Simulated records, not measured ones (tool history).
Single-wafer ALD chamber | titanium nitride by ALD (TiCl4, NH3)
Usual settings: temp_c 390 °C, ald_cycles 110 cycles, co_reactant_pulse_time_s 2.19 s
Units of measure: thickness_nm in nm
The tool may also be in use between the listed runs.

run	day	temp_c	ald_cycles	co_reactant_pulse_time_s	read-back reference wafer on the same gauge, thickness_nm	thickness_nm
1	0	390	110	2.19	2.083	2.569
2	0.442	390	110	2.19	2.075	2.565
3	0.988	390	110	1.82	2.075	2.534
4	1.438	390	110	1.82	2.074	2.53
5	2.025	390	110	2.19	2.074	2.551
6	2.658	390	110	2.19	2.075	2.566
7	3.133	383	124	2.19	2.071	2.866
8	3.492	390	110	2.19	2.07	2.556
9	3.867	390	110	2.19	2.071	2.56
10	4.467	378	110	2.64	2.071	2.55
11	5.204	378	110	2.64	2.07	2.549
12	5.738	378	110	2.64	2.07	2.558
13	6.054	390	110	2.19	2.068	2.559
14	6.512	390	110	2.19	2.069	2.553
15	7.738	390	110	2.19	2.067	2.561
16	8.325	390	110	2.19	2.066	2.548
# day 9.262: showerhead replaced
17	9.283	383	98	2.55	2.067	2.269
# day 9.633: gauge calibrated
18	10.862	383	130	1.53	2.084	2.959
19	11.475	386	119	2.19	2.081	2.76
20	12.154	390	110	2.19	2.078	2.56
21	12.467	380	110	2.67	2.077	2.554
22	13.146	390	110	2.19	2.075	2.558
# day 13.512: thermocouple changed; heater temperature recalibrated
23	13.892	386	96	1.68	2.073	2.192
24	14.858	397	110	2.19	2.07	2.567
25	15.571	390	110	2.19	2.07	2.563
26	15.962	390	92	2.19	2.073	2.129
27	16.438	386	96	1.68	2.072	2.195
28	17.133	385	116	2.95	2.069	2.713

Branching from run 28: 3 alternative next runs. What would each branch give?
A	17.162	376	110	2.19	?	?
B	17.162	390	125	2.19	?	?
C	17.162	379	130	2.47	?	?

run	read-back reference wafer on the same gauge, thickness_nm	thickness_nm
A	2.069	2.515
B	2.069	2.899
C	2.069	3.002
Had the tool no hidden state, the same runs would have come out as:
run	thickness_nm
A	2.539
B	2.927
C	3.031
